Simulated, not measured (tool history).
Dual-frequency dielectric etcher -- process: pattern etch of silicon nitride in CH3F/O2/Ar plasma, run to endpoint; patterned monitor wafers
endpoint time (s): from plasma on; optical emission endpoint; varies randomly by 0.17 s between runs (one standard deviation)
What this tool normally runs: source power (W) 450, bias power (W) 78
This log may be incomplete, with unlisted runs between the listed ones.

run,day,source power (W),bias power (W),"incoming incoming film thickness, nm",endpoint time (s)
1,0.000,450,78,38.23,56.0
2,0.371,400,78,38.29,58.0
3,1.400,450,78,38.66,56.7
4,1.850,450,78,38.26,56.1
5,2.575,450,78,38.34,56.6
6,3.308,450,78,38.22,55.8
7,3.725,450,78,38.45,56.3
8,4.025,450,78,38.76,56.8
9,4.612,450,78,38.50,56.8
10,5.254,450,78,38.57,56.7
11,5.729,450,70,38.71,59.4
12,6.346,450,70,38.61,59.1
13,6.842,450,70,38.50,59.0
# day 7.617: bias power generator calibrated
14,7.638,510,92,38.70,51.9
15,8.150,450,78,38.88,57.4
16,8.862,450,88,38.67,54.8
17,9.142,410,91,38.19,54.7
# day 9.342: source power generator calibrated
# day 10.425: upper electrode replaced
18,10.446,520,89,38.31,51.7
19,10.458,360,78,38.37,60.6
20,10.842,450,66,38.73,60.9
21,11.154,450,78,38.36,57.0
# day 12.383: wet clean of the chamber
22,12.404,550,85,38.71,51.3
23,12.417,400,95,38.45,53.3
24,12.450,450,78,38.44,56.0
25,12.888,550,72,38.31,53.9
26,13.350,450,78,38.43,55.9
27,14.817,540,63,38.24,56.7
28,15.404,400,59,38.90,64.6
29,15.700,510,93,38.46,50.7
30,16.062,450,63,38.53,60.2
31,16.404,390,87,38.50,56.2
32,17.000,450,78,38.65,56.4
33,17.421,450,78,38.22,55.5
34,18.012,550,63,38.48,57.0
35,18.508,390,59,38.06,63.8

Subtracting, for every run, the result it would have given without the tool's unlogged condition from the measured result gives the following. The same run-to-run variation enters both numbers; the gauge's scatter may not:
Hidden conditions of the tool in this case: etch rate over this chamber's usual, %; source power that arrives over what is set, %; bias power that arrives over what is set, %.
run,endpoint time (s)
1,+0.6
2,+0.6
3,+0.6
4,+0.7
5,+0.7
6,+0.8
7,+0.8
8,+0.9
9,+0.9
10,+1.0
11,+1.0
12,+1.1
13,+1.1
14,+1.0
15,+1.1
16,+1.2
17,+1.2
18,+1.2
19,+1.4
20,+1.5
21,+1.4
22,+0.0
23,+0.0
24,-0.1
25,+0.0
26,+0.1
27,+0.1
28,+0.2
29,+0.2
30,+0.2
31,+0.3
32,+0.3
33,+0.3
34,+0.4
35,+0.5

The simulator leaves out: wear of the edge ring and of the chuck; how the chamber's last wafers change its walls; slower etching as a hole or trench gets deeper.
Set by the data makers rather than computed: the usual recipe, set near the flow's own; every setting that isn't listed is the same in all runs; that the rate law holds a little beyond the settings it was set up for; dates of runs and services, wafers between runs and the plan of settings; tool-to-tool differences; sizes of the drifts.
